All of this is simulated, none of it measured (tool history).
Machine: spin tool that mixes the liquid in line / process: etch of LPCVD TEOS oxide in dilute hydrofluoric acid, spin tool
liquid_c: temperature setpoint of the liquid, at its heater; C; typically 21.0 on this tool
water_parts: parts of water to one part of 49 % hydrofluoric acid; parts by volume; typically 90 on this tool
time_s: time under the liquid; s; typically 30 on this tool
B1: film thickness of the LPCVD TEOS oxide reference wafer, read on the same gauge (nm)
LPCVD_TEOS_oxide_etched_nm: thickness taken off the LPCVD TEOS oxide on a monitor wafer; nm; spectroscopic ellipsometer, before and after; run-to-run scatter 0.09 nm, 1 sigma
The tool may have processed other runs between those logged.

Run 1, hour 0.0: usual settings but water_parts 110 parts by volume, time_s 40 s; B1 50.01. Result: LPCVD_TEOS_oxide_etched_nm 14.52 nm.
Run 2, hour 35.2: usual settings but water_parts 110 parts by volume, time_s 40 s; B1 49.98. Result: LPCVD_TEOS_oxide_etched_nm 14.61 nm.
Run 3, hour 49.6: usual settings but water_parts 110 parts by volume, time_s 40 s; B1 49.98. Result: LPCVD_TEOS_oxide_etched_nm 14.56 nm.
Run 4, hour 75.9: usual settings; B1 49.99. Result: LPCVD_TEOS_oxide_etched_nm 13.77 nm.
Run 5, hour 105.1: usual settings; B1 49.99. Result: LPCVD_TEOS_oxide_etched_nm 13.80 nm.
Run 6, hour 122.0: usual settings but liquid_c 19.5 C; B1 50.00. Result: LPCVD_TEOS_oxide_etched_nm 12.88 nm.
Run 7, hour 153.1: usual settings but time_s 25 s; B1 50.02. Result: LPCVD_TEOS_oxide_etched_nm 11.44 nm.
Run 8, hour 181.3: usual settings but time_s 25 s; B1 50.01. Result: LPCVD_TEOS_oxide_etched_nm 11.47 nm.
Run 9, hour 213.5: usual settings; B1 50.00. Result: LPCVD_TEOS_oxide_etched_nm 14.00 nm.
Run 10, hour 238.5: usual settings; B1 49.99. Result: LPCVD_TEOS_oxide_etched_nm 13.91 nm.
Run 11, hour 264.3: usual settings; B1 50.00. Result: LPCVD_TEOS_oxide_etched_nm 13.97 nm.
Run 12, hour 293.9: usual settings; B1 50.02. Result: LPCVD_TEOS_oxide_etched_nm 14.14 nm.
Run 13, hour 328.9: usual settings; B1 50.02. Result: LPCVD_TEOS_oxide_etched_nm 14.01 nm.
Run 14, hour 377.2: usual settings but time_s 40 s; B1 49.99. Result: LPCVD_TEOS_oxide_etched_nm 18.55 nm.
Run 15, hour 399.1: usual settings but liquid_c 18.5 C, water_parts 105 parts by volume, time_s 15 s; B1 50.01. Result: LPCVD_TEOS_oxide_etched_nm 5.39 nm.
Run 16, hour 430.4: usual settings; B1 49.97. Result: LPCVD_TEOS_oxide_etched_nm 14.33 nm.
Run 17, hour 443.4: usual settings; B1 50.00. Result: LPCVD_TEOS_oxide_etched_nm 14.06 nm.
Run 18, hour 472.6: usual settings but liquid_c 23.5 C, water_parts 110 parts by volume; B1 49.99. Result: LPCVD_TEOS_oxide_etched_nm 12.50 nm.
Run 19, hour 500.7: usual settings but water_parts 120 parts by volume, time_s 20 s; B1 49.99. Result: LPCVD_TEOS_oxide_etched_nm 6.84 nm.
Run 20, hour 535.1: usual settings but liquid_c 17.0 C, time_s 40 s; B1 50.02. Result: LPCVD_TEOS_oxide_etched_nm 16.16 nm.
Run 21, hour 563.8: usual settings; B1 50.00. Result: LPCVD_TEOS_oxide_etched_nm 14.22 nm.
Run 22, hour 583.7: usual settings but liquid_c 17.0 C, water_parts 55 parts by volume, time_s 35 s; B1 50.01. Result: LPCVD_TEOS_oxide_etched_nm 23.96 nm.
Run 23, hour 598.7: usual settings but liquid_c 19.5 C; B1 49.99. Result: LPCVD_TEOS_oxide_etched_nm 12.37 nm.
Run 24, hour 618.9: usual settings; B1 49.98. Result: LPCVD_TEOS_oxide_etched_nm 13.17 nm.
Run 25, hour 642.1: usual settings but liquid_c 23.0 C, water_parts 110 parts by volume; B1 49.99. Result: LPCVD_TEOS_oxide_etched_nm 11.48 nm.
Run 26, hour 676.7: usual settings but water_parts 65 parts by volume, time_s 45 s; B1 50.01. Result: LPCVD_TEOS_oxide_etched_nm 28.44 nm.
Run 27, hour 733.3: usual settings but liquid_c 25.5 C, water_parts 115 parts by volume; B1 49.99. Result: LPCVD_TEOS_oxide_etched_nm 12.09 nm.
Run 28, hour 768.0: usual settings but liquid_c 17.0 C, water_parts 45 parts by volume; B1 49.99. Result: LPCVD_TEOS_oxide_etched_nm 23.52 nm.

Taken out of this log: 3 entries between the listed runs. Where each belongs, and how the hidden state differs across it:
Runs 15 to 16: thermometer replaced (hour 413.4)
  hydrofluoric acid flow above the setpoint (%): 6.71 -> 6.98
  measured result minus the result with no hidden state, LPCVD_TEOS_oxide_etched_nm: +0.38 -> +1.03 nm
Runs 22 to 23: hydrofluoric acid flow meter replaced (hour 592.8); gauge calibrated (hour 594.1)
  hydrofluoric acid flow above the setpoint (%): 8.33 -> 0.405
  measured result minus the result with no hidden state, LPCVD_TEOS_oxide_etched_nm: +1.94 -> +0.06 nm
